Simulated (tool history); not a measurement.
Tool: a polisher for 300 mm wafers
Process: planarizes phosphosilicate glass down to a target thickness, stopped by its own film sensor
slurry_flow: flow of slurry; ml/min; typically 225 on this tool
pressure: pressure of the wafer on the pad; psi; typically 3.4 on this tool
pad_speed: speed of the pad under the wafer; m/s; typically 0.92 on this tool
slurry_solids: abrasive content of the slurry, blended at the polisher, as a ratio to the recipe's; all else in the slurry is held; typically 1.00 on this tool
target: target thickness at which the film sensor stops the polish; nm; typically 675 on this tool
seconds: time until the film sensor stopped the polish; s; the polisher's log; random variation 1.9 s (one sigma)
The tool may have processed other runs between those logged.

run    hour  slurry_flow  pressure  pad_speed  slurry_solids  target  wafers since the last listed run  wafers polished on this pad  hours since the slurry nozzle was cleaned  hours since the head pressure was calibrated  hours since the slurry blender was calibrated  hours since the conditioning disc was replaced  incoming thickness of the incoming film, nm  seconds
  1     0.0          225       3.4       0.92           1.00     675                                 0                          203                                       97.4                                         141.6                                          201.9                                           197.1                                       1627.3    107.7
       85.7  -- conditioning disc replaced and pad reconditioned
  2    87.0          225       2.7       0.92           1.00     675                               506                          709                                      184.4                                         228.6                                          288.9                                             1.3                                       1662.9    130.2
      115.1  -- slurry blender recalibrated
      296.7  -- worn pad replaced by a new one
      409.6  -- conditioning disc replaced and pad reconditioned
  3   410.2          225       2.7       0.92           1.00     675                              1876                          663                                      507.6                                         551.8                                          295.1                                             0.6                                       1642.7    134.0
      476.3  -- slurry blender recalibrated
  4   507.2          225       3.4       0.92           1.00     675                               565                         1229                                      604.6                                         648.8                                           30.9                                            97.6                                       1636.4    118.5
      515.1  -- head pressure recalibrated
  5   601.7          225       3.4       1.14           1.00     675                               550                         1780                                      699.1                                          86.6                                          125.4                                           192.1                                       1645.7     92.3
      629.0  -- worn pad replaced by a new one
  6   640.7          225       3.4       0.92           1.00     675                               208                           69                                      738.1                                         125.6                                          164.4                                           231.1                                       1663.0    109.5
  7   694.9          225       3.4       0.92           1.00     675                               322                          392                                      792.3                                         179.8                                          218.6                                           285.3                                       1638.5    107.1
      708.8  -- conditioning disc replaced and pad reconditioned
      754.1  -- slurry blender recalibrated
  8   786.7          225       3.4       0.92           1.00     675                               522                          914                                      884.1                                         271.6                                           32.6                                            77.9                                       1618.8    103.8
  9   863.1          225       3.4       0.92           1.00     675                               454                         1369                                      960.5                                         348.0                                          109.0                                           154.3                                       1650.2    113.2
      884.4  -- slurry nozzle cleaned
 10   901.8          225       3.4       0.92           1.00     675                               224                         1594                                       17.4                                         386.7                                          147.7                                           193.0                                       1638.1    111.3
      928.2  -- worn pad replaced by a new one
 11   938.0          225       3.4       0.92           1.00     675                               191                           58                                       53.6                                         422.9                                          183.9                                           229.2                                       1662.8    116.7
      994.0  -- conditioning disc replaced and pad reconditioned
 12   997.2          225       2.7       0.92           1.00     675                               340                          399                                      112.8                                         482.1                                          243.1                                             3.2                                       1661.8    134.2
     1041.1  -- head pressure recalibrated
     1091.1  -- slurry blender recalibrated
 13  1099.0          225       3.4       0.92           1.00     675                               582                          981                                      214.6                                          57.9                                            7.9                                           105.0                                       1671.8    106.6
 14  1204.2          225       3.9       1.12           1.00    1007                               626                         1607                                      319.8                                         163.1                                          113.1                                           210.2                                       1661.6     56.7
     1219.7  -- worn pad replaced by a new one
 15  1258.8          225       2.9       0.64           1.00     918                               301                          233                                      374.4                                         217.7                                          167.7                                           264.8                                       1658.4    121.2
     1284.0  -- conditioning disc replaced and pad reconditioned
 16  1349.7          225       3.4       0.92           0.80     675                               529                          762                                      465.3                                         308.6                                          258.6                                            65.7                                       1662.4    126.7
     1418.2  -- slurry blender recalibrated
 17  1425.9          225       3.4       0.92           1.00     935                               441                         1204                                      541.5                                         384.8                                            7.7                                           141.9                                       1644.7     81.3
 18  1480.9          150       2.7       0.92           0.75     675                               327                         1531                                      596.5                                         439.8                                           62.7                                           196.9                                       1652.2    167.2
     1501.1  -- worn pad replaced by a new one
 19  1522.8          225       3.4       0.92           1.00     675                               225                          128                                      638.4                                         481.7                                          104.6                                           238.8                                       1647.8    111.2
     1586.6  -- conditioning disc replaced and pad reconditioned
 20  1592.5          270       3.4       0.70           1.00     675                               403                          532                                      708.1                                         551.4                                          174.3                                             5.9                                       1613.8    137.9

Branching from run 20: 4 alternative next runs. What would each branch give?
  A  1593.0          225       3.4       0.92           1.00     675                                 2                          535                                      708.6                                         551.9                                          174.8                                             6.4                                       1624.2        ?
  B  1593.0          225       3.4       0.74           1.00     675                                 2                          535                                      708.6                                         551.9                                          174.8                                             6.4                                       1624.2        ?
  C  1593.0          225       4.5       1.12           0.70     445                                 2                          535                                      708.6                                         551.9                                          174.8                                             6.4                                       1624.2        ?
  D  1593.0          270       3.4       0.64           1.00     894                                 2                          535                                      708.6                                         551.9                                          174.8                                             6.4                                       1624.2        ?

run  seconds
  A    113.4
  B    135.0
  C    122.6
  D    114.1
Without the tool's hidden state the same runs would have given:
run  seconds
  A    107.1
  B    127.5
  C    115.8
  D    107.8
